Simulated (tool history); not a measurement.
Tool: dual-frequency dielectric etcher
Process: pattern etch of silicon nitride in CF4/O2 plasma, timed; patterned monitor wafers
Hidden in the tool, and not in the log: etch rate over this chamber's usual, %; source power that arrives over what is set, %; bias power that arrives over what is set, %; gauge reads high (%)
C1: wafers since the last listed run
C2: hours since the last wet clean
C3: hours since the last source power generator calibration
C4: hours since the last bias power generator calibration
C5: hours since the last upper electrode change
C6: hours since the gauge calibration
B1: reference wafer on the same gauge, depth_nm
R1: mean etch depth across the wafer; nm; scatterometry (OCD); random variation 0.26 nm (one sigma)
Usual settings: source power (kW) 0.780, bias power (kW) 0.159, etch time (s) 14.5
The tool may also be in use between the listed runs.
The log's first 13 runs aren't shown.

Run 14, day 45.271: usual settings but source power (kW) 0.860; C1 831; C2 800.0; C3 927.6; C4 392.7; C5 393.4; C6 926.7; B1 39.46. Result: R1 42.67 nm.
At day 48.138: wet clean of the chamber.
Run 15, day 49.250: usual settings but etch time (s) 16.5; C1 771; C2 26.7; C3 1023.1; C4 488.2; C5 488.9; C6 1022.2; B1 39.51. Result: R1 47.11 nm.
Run 16, day 50.883: usual settings; C1 422; C2 65.9; C3 1062.3; C4 527.4; C5 528.1; C6 1061.4; B1 39.52. Result: R1 41.47 nm.
Run 17, day 55.004: usual settings; C1 1066; C2 164.8; C3 1161.2; C4 626.3; C5 627.0; C6 1160.3; B1 39.52. Result: R1 41.02 nm.
Run 18, day 59.462: usual settings but source power (kW) 0.670, bias power (kW) 0.142, etch time (s) 13.0; C1 1153; C2 271.8; C3 1268.2; C4 733.3; C5 734.0; C6 1267.3; B1 39.49. Result: R1 31.04 nm.
Run 19, day 63.804: usual settings but source power (kW) 0.930, bias power (kW) 0.196; C1 1123; C2 376.0; C3 1372.4; C4 837.5; C5 838.2; C6 1371.5; B1 39.50. Result: R1 50.40 nm.
Run 20, day 68.221: usual settings but source power (kW) 0.700, bias power (kW) 0.177, etch time (s) 10.5; C1 1143; C2 482.0; C3 1478.4; C4 943.5; C5 944.2; C6 1477.5; B1 39.53. Result: R1 28.11 nm.
Run 21, day 69.942: usual settings but bias power (kW) 0.137, etch time (s) 11.5; C1 445; C2 523.3; C3 1519.7; C4 984.8; C5 985.5; C6 1518.8; B1 39.43. Result: R1 30.22 nm.
Run 22, day 73.688: usual settings but source power (kW) 0.700, etch time (s) 18.0; C1 969; C2 613.2; C3 1609.6; C4 1074.7; C5 1075.4; C6 1608.7; B1 39.50. Result: R1 45.23 nm.
Run 23, day 75.346: usual settings; C1 429; C2 653.0; C3 1649.4; C4 1114.5; C5 1115.2; C6 1648.5; B1 39.54. Result: R1 39.80 nm.
Run 24, day 79.746: usual settings but bias power (kW) 0.172, etch time (s) 18.5; C1 1138; C2 758.6; C3 1755.0; C4 1220.1; C5 1220.8; C6 1754.1; B1 39.54. Result: R1 52.27 nm.
Run 25, day 81.679: usual settings but source power (kW) 0.930, etch time (s) 11.5; C1 500; C2 805.0; C3 1801.4; C4 1266.5; C5 1267.2; C6 1800.5; B1 39.52. Result: R1 35.85 nm.
At day 84.008: wet clean of the chamber.
Run 26, day 84.029: usual settings; C1 349; C2 0.5; C3 1857.8; C4 1322.9; C5 1323.6; C6 1856.9; B1 39.49. Result: R1 41.25 nm.
Run 27, day 93.242: usual settings but source power (kW) 0.910; C1 2384; C2 221.6; C3 2078.9; C4 1544.0; C5 1544.7; C6 2078.0; B1 39.58. Result: R1 45.64 nm.
Run 28, day 96.108: usual settings but bias power (kW) 0.194, etch time (s) 11.0; C1 741; C2 290.4; C3 2147.7; C4 1612.8; C5 1613.5; C6 2146.8; B1 39.56. Result: R1 33.38 nm.
At day 98.379: source power generator calibrated.
At day 105.512: gauge calibrated.
At day 106.858: bias power generator calibrated.
Run 29, day 108.725: usual settings but source power (kW) 0.970, etch time (s) 12.5; C1 3178; C2 593.2; C3 248.3; C4 44.8; C5 1916.3; C6 77.1; B1 39.51. Result: R1 41.00 nm.
Run 30, day 112.929: usual settings; C1 1088; C2 694.1; C3 349.2; C4 145.7; C5 2017.2; C6 178.0; B1 39.55. Result: R1 39.92 nm.

Forecast each of these 3 alternatives for the next run:
Run A, day 112.946: usual settings; C1 4; C2 694.5; C3 349.6; C4 146.1; C5 2017.6; C6 178.4; B1 ?. Result: R1 ?.
Run B, day 112.946: usual settings but bias power (kW) 0.194; C1 4; C2 694.5; C3 349.6; C4 146.1; C5 2017.6; C6 178.4; B1 ?. Result: R1 ?.
Run C, day 112.946: usual settings but etch time (s) 10.0; C1 4; C2 694.5; C3 349.6; C4 146.1; C5 2017.6; C6 178.4; B1 ?. Result: R1 ?.

run     B1     R1
  A  39.46  39.46
  B  39.46  42.36
  C  39.46  27.22
Without the tool's hidden state the same runs would have given:
run     R1
  A  40.88
  B  43.88
  C  28.19
